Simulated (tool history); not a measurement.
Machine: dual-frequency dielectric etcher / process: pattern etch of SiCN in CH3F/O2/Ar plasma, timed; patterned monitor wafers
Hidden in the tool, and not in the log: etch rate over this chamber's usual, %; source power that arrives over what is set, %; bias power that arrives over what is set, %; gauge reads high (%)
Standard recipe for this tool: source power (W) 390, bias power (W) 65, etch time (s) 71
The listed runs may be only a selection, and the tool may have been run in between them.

run   hour  source power (W)  bias power (W)  etch time (s)  wafers since the last listed run  hours since the last wet clean  hours since the last source power generator calibration  hours since the last bias power generator calibration  hours since the last upper electrode change  hours since the gauge calibration  read-back reference wafer on the same gauge, depth_nm  mean etch depth across the wafer (nm)
  1      0               390              65             71                                 0                             0.9                                                     4511                                                 4589.7                                       4359.7                              105.8                                                  24.84                                  24.75
  2   10.8               390              60             71                               104                            11.7                                                   4521.8                                                 4600.5                                       4370.5                              116.6                                                   24.8                                  23.89
  3   22.1               390              65             71                               109                              23                                                   4533.1                                                 4611.8                                       4381.8                              127.9                                                  24.76                                  24.77
  4   31.9               390              65             71                                94                            32.8                                                   4542.9                                                 4621.6                                       4391.6                              137.7                                                  24.81                                  24.72
      44.1  -- source power generator calibrated
      66.5  -- upper electrode replaced
  5     67               390              65             71                                84                            67.9                                                     22.9                                                 4656.7                                          0.5                              172.8                                                  24.79                                  24.81
  6   67.3               390              65             71                                 2                            68.2                                                     23.2                                                   4657                                          0.8                              173.1                                                  24.77                                  24.79
  7   69.9               350              75             71                                25                            70.8                                                     25.8                                                 4659.6                                          3.4                              175.7                                                  24.81                                  25.37
  8   82.5               290              65           80.5                               121                            83.4                                                     38.4                                                 4672.2                                           16                              188.3                                                  24.78                                  25.72
  9   91.4               450              78             88                                86                            92.3                                                     47.3                                                 4681.1                                         24.9                              197.2                                                  24.76                                  34.49
 10  102.6               330              65             71                               108                           103.5                                                     58.5                                                 4692.3                                         36.1                              208.4                                                  24.77                                   23.5
 11  118.9               490              71             87                               157                           119.8                                                     74.8                                                 4708.6                                         52.4                              224.7                                                  24.82                                  33.48
 12  136.3               480              65           64.5                               168                           137.2                                                     92.2                                                   4726                                         69.8                              242.1                                                  24.79                                  23.91
 13  146.2               390              65             71                                95                           147.1                                                    102.1                                                 4735.9                                         79.7                                252                                                  24.84                                  24.68
 14  153.7               310              65             71                                72                           154.6                                                    109.6                                                 4743.4                                         87.2                              259.5                                                  24.81                                  22.93
 15  161.1               390              65             71                                71                             162                                                      117                                                 4750.8                                         94.6                              266.9                                                  24.78                                  24.74
 16  167.7               470              55             85                                63                           168.6                                                    123.6                                                 4757.4                                        101.2                              273.5                                                  24.79                                  29.17
     173.2  -- bias power generator calibrated
     206.8  -- gauge calibrated
 17  213.6               390              65             71                               404                           214.5                                                    169.5                                                   40.4                                        147.1                                6.8                                                  24.78                                  24.61
 18  230.6               440              65             62                               164                           231.5                                                    186.5                                                   57.4                                        164.1                               23.8                                                  24.88                                  22.46
 19  247.5               450              65           82.5                               163                           248.4                                                    203.4                                                   74.3                                          181                               40.7                                                  24.76                                  30.22
 20  255.1               320              80           65.5                                73                             256                                                      211                                                   81.9                                        188.6                               48.3                                                  24.87                                  23.51
 21  261.2               390              65           64.5                                58                           262.1                                                    217.1                                                     88                                        194.7                               54.4                                                  24.79                                  22.23
 22  277.7               390              52             71                               159                           278.6                                                    233.6                                                  104.5                                        211.2                               70.9                                                  24.81                                   22.6
 23  293.3               310              80             71                               150                           294.2                                                    249.2                                                  120.1                                        226.8                               86.5                                                  24.74                                  25.23
 24  304.6               470              79           87.5                               109                           305.5                                                    260.5                                                  131.4                                        238.1                               97.8                                                  24.78                                  34.97
 25  316.7               350              52             90                               116                           317.6                                                    272.6                                                  143.5                                        250.2                              109.9                                                   24.8                                   27.8
 26  333.2               390              65             65                               159                           334.1                                                    289.1                                                    160                                        266.7                              126.4                                                  24.79                                  22.63
 27  348.5               390              73             89                               147                           349.4                                                    304.4                                                  175.3                                          282                              141.7                                                  24.81                                   32.2
 28  358.6               320              65           59.5                                97                           359.5                                                    314.5                                                  185.4                                        292.1                              151.8                                                  24.84                                  19.43
 29    367               440              71           84.5                                81                           367.9                                                    322.9                                                  193.8                                        300.5                              160.2                                                  24.82                                  31.62

Alternative continuations, all from the tool just after run 29; predict every row:
  A  367.4               470              65             71                                 3                           368.3                                                    323.3                                                  194.2                                        300.9                              160.6                                                      ?                                      ?
  B  367.4               340              65             71                                 3                           368.3                                                    323.3                                                  194.2                                        300.9                              160.6                                                      ?                                      ?
  C  367.4               480              58           81.5                                 3                           368.3                                                    323.3                                                  194.2                                        300.9                              160.6                                                      ?                                      ?
  D  367.4               390              73             71                                 3                           368.3                                                    323.3                                                  194.2                                        300.9                              160.6                                                      ?                                      ?
  E  367.4               310              65             79                                 3                           368.3                                                    323.3                                                  194.2                                        300.9                              160.6                                                      ?                                      ?

run  read-back reference wafer on the same gauge, depth_nm  mean etch depth across the wafer (nm)
  A                                                  24.82                                  26.42
  B                                                  24.82                                  23.92
  C                                                  24.82                                   29.1
  D                                                  24.82                                   26.2
  E                                                  24.82                                  25.91
Take away the tool's hidden state, keep each run's random variation, and the runs would have read:
run  mean etch depth across the wafer (nm)
  A                                  26.42
  B                                  23.92
  C                                   29.1
  D                                   26.2
  E                                  25.91
